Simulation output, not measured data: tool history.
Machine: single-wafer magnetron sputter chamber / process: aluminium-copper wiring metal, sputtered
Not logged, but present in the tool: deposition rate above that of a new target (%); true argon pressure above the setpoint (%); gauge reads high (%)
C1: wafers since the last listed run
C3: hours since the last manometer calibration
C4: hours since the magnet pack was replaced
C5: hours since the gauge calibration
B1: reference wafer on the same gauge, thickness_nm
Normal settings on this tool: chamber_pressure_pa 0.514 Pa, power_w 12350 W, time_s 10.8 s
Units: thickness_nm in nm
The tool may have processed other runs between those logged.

Run 1, day 0.000: usual settings but chamber_pressure_pa 0.385 Pa; C1 0; wafers on the sputter target 514; C3 1572.4; C4 10791.4; C5 213.6; B1 255.897. Result: thickness_nm 245.580 nm.
Run 2, day 1.104: usual settings but chamber_pressure_pa 0.616 Pa; C1 749; wafers on the sputter target 1264; C3 1598.9; C4 10817.9; C5 240.1; B1 255.841. Result: thickness_nm 205.846 nm.
Run 3, day 1.875: usual settings but chamber_pressure_pa 0.616 Pa; C1 523; wafers on the sputter target 1788; C3 1617.4; C4 10836.4; C5 258.6; B1 256.338. Result: thickness_nm 206.193 nm.
Run 4, day 2.854: usual settings but power_w 11200 W; C1 665; wafers on the sputter target 2453; C3 1640.9; C4 10859.9; C5 282.1; B1 255.565. Result: thickness_nm 201.897 nm.
Run 5, day 3.833: usual settings; C1 665; wafers on the sputter target 3118; C3 1664.4; C4 10883.4; C5 305.6; B1 256.518. Result: thickness_nm 220.993 nm.
Run 6, day 4.917: usual settings; C1 735; wafers on the sputter target 3854; C3 1690.4; C4 10909.4; C5 331.6; B1 256.298. Result: thickness_nm 219.868 nm.
Run 7, day 6.154: usual settings; C1 840; wafers on the sputter target 4694; C3 1720.1; C4 10939.1; C5 361.3; B1 255.927. Result: thickness_nm 216.771 nm.
Run 8, day 6.979: usual settings; C1 560; wafers on the sputter target 5255; C3 1739.9; C4 10958.9; C5 381.1; B1 255.651. Result: thickness_nm 215.012 nm.
Run 9, day 7.638: usual settings but time_s 11.6 s; C1 447; wafers on the sputter target 5702; C3 1755.7; C4 10974.7; C5 396.9; B1 255.952. Result: thickness_nm 231.253 nm.
Run 10, day 8.467: usual settings but chamber_pressure_pa 0.671 Pa, time_s 11.2 s; C1 563; wafers on the sputter target 6265; C3 1775.6; C4 10994.6; C5 416.8; B1 255.787. Result: thickness_nm 196.568 nm.
Run 11, day 9.142: usual settings but chamber_pressure_pa 0.671 Pa, time_s 11.2 s; C1 458; wafers on the sputter target 6723; C3 1791.8; C4 11010.8; C5 433.0; B1 256.287. Result: thickness_nm 197.578 nm.
Run 12, day 10.075: usual settings but chamber_pressure_pa 0.671 Pa, time_s 11.2 s; C1 633; wafers on the sputter target 7357; C3 1814.2; C4 11033.2; C5 455.4; B1 255.792. Result: thickness_nm 194.919 nm.
Run 13, day 10.992: usual settings but time_s 10.1 s; C1 622; wafers on the sputter target 7980; C3 1836.2; C4 11055.2; C5 477.4; B1 255.862. Result: thickness_nm 193.911 nm.
At day 11.371: sputter target and shields replaced.
Run 14, day 12.288: usual settings but time_s 10.1 s; C1 653; wafers on the sputter target 623; C3 1867.3; C4 11086.3; C5 508.5; B1 255.780. Result: thickness_nm 177.415 nm.
At day 12.904: capacitance manometer re-zeroed and calibrated.
Run 15, day 13.212: usual settings but chamber_pressure_pa 0.608 Pa, power_w 15100 W; C1 401; wafers on the sputter target 1025; C3 7.4; C4 11108.5; C5 530.7; B1 256.225. Result: thickness_nm 214.722 nm.
Run 16, day 14.267: usual settings; C1 716; wafers on the sputter target 1741; C3 32.7; C4 11133.8; C5 556.0; B1 256.042. Result: thickness_nm 191.879 nm.
At day 14.988: sputter target and shields replaced, repeated, since the last time left the tool worse.
Run 17, day 15.292: usual settings but chamber_pressure_pa 0.439 Pa, power_w 14400 W; C1 469; wafers on the sputter target 207; C3 57.3; C4 11158.4; C5 580.6; B1 255.672. Result: thickness_nm 271.086 nm.
Run 18, day 15.975: usual settings but chamber_pressure_pa 0.591 Pa, time_s 12.4 s; C1 464; wafers on the sputter target 671; C3 73.7; C4 11174.8; C5 597.0; B1 256.210. Result: thickness_nm 240.676 nm.
Run 19, day 17.321: usual settings but power_w 13550 W; C1 914; wafers on the sputter target 1585; C3 106.0; C4 11207.1; C5 629.3; B1 256.045. Result: thickness_nm 243.033 nm.
At day 18.471: gauge calibrated.
Run 20, day 18.729: usual settings but chamber_pressure_pa 0.701 Pa, power_w 14250 W; C1 956; wafers on the sputter target 2542; C3 139.8; C4 11240.9; C5 6.2; B1 256.022. Result: thickness_nm 220.572 nm.
Run 21, day 20.188: usual settings; C1 990; wafers on the sputter target 3532; C3 174.8; C4 11275.9; C5 41.2; B1 256.291. Result: thickness_nm 218.337 nm.
At day 21.762: magnet pack replaced.
Run 22, day 22.179: usual settings but power_w 10050 W; C1 1126; wafers on the sputter target 4659; C3 222.6; C4 10.0; C5 89.0; B1 255.858. Result: thickness_nm 178.935 nm.
Run 23, day 23.075: usual settings but chamber_pressure_pa 0.695 Pa, power_w 10800 W, time_s 9.1 s; C1 608; wafers on the sputter target 5267; C3 244.1; C4 31.5; C5 110.5; B1 255.900. Result: thickness_nm 140.517 nm.
Run 24, day 23.833: usual settings but chamber_pressure_pa 0.701 Pa, power_w 14250 W; C1 515; wafers on the sputter target 5782; C3 262.3; C4 49.7; C5 128.7; B1 255.975. Result: thickness_nm 211.427 nm.
Run 25, day 25.071: usual settings but chamber_pressure_pa 0.320 Pa, power_w 14700 W, time_s 9.7 s; C1 840; wafers on the sputter target 6623; C3 292.0; C4 79.4; C5 158.4; B1 255.993. Result: thickness_nm 258.576 nm.
Run 26, day 25.679: usual settings but chamber_pressure_pa 0.580 Pa, power_w 14700 W, time_s 12.9 s; C1 413; wafers on the sputter target 7036; C3 306.6; C4 94.0; C5 173.0; B1 256.054. Result: thickness_nm 281.696 nm.
At day 26.958: sputter target and shields replaced.
Run 27, day 27.029: usual settings but time_s 10.2 s; C1 690; wafers on the sputter target 47; C3 339.0; C4 126.4; C5 205.4; B1 255.842. Result: thickness_nm 207.928 nm.
Run 28, day 27.704: usual settings but chamber_pressure_pa 0.671 Pa, time_s 11.2 s; C1 458; wafers on the sputter target 505; C3 355.2; C4 142.6; C5 221.6; B1 255.827. Result: thickness_nm 202.966 nm.

Here are 5 independent what-if runs from the current tool condition. What would each one return?
Run A, day 27.721: usual settings but chamber_pressure_pa 0.585 Pa; C1 11; wafers on the sputter target 517; C3 355.6; C4 143.0; C5 222.0; B1 ?. Result: thickness_nm ?.
Run B, day 27.721: usual settings but chamber_pressure_pa 0.630 Pa; C1 11; wafers on the sputter target 517; C3 355.6; C4 143.0; C5 222.0; B1 ?. Result: thickness_nm ?.
Run C, day 27.721: usual settings but power_w 11450 W, time_s 11.9 s; C1 11; wafers on the sputter target 517; C3 355.6; C4 143.0; C5 222.0; B1 ?. Result: thickness_nm ?.
Run D, day 27.721: usual settings but chamber_pressure_pa 0.628 Pa; C1 11; wafers on the sputter target 517; C3 355.6; C4 143.0; C5 222.0; B1 ?. Result: thickness_nm ?.
Run E, day 27.721: usual settings but chamber_pressure_pa 0.373 Pa, time_s 12.2 s; C1 11; wafers on the sputter target 517; C3 355.6; C4 143.0; C5 222.0; B1 ?. Result: thickness_nm ?.

run       B1  thickness_nm
  A  255.946       208.202
  B  255.946       201.396
  C  255.946       225.812
  D  255.946       201.691
  E  255.946       276.798
Without the tool's hidden state the same runs would have given:
run  thickness_nm
  A       211.342
  B       204.433
  C       229.218
  D       204.734
  E       280.974

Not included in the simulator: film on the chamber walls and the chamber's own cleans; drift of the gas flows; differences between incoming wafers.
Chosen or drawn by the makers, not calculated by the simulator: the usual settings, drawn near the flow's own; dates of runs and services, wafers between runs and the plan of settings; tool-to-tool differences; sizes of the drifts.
